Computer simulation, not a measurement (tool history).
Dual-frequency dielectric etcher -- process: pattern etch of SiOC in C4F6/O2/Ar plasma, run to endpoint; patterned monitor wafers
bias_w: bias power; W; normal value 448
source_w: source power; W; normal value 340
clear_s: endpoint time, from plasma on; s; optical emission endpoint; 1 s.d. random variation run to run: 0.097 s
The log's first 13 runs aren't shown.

run	hour	bias_w	source_w	incoming incoming film thickness, nm	clear_s
14	156.8	470	280	42.76	16.6
15	170.3	411	270	43.05	17.7
16	203.1	528	410	43.11	13.7
# hour 232.7: upper electrode replaced
17	233.2	415	360	43.17	15.7
18	233.5	408	390	43.20	15.5
19	243.8	477	400	43.02	14.5
20	255.2	448	400	42.55	14.4
21	263.3	448	340	43.12	15.6
# hour 303.5: wet clean of the chamber
22	304.0	527	310	42.75	14.6
23	304.3	448	310	42.85	15.5
24	304.6	418	300	43.42	16.5
# hour 315.4: bias power generator calibrated
25	316.8	448	340	42.84	14.9
26	328.6	448	340	42.85	15.1
27	378.1	538	380	42.98	13.4
28	393.2	532	340	42.65	14.0
29	409.3	448	340	43.34	15.0
# hour 442.8: wet clean of the chamber, repeated, since the last time left the tool worse
30	443.3	448	340	43.29	16.0
31	443.7	477	400	42.94	14.8
32	449.2	448	310	43.04	16.5
33	458.6	381	360	43.29	16.9
34	467.0	384	400	42.92	15.8
35	475.9	448	390	43.27	15.1

Each row is a separate what-if for the run after 35, all from the same tool condition, not one after another. Results?
A	476.3	513	340	42.98	?
B	476.3	448	270	42.98	?
C	476.3	395	340	42.98	?
D	476.3	509	340	42.98	?

run	clear_s
A	15.0
B	17.3
C	16.6
D	15.1
The same runs, with their run-to-run variation unchanged, on a tool lacking any hidden condition would have given:
run	clear_s
A	15.0
B	17.3
C	16.6
D	15.1
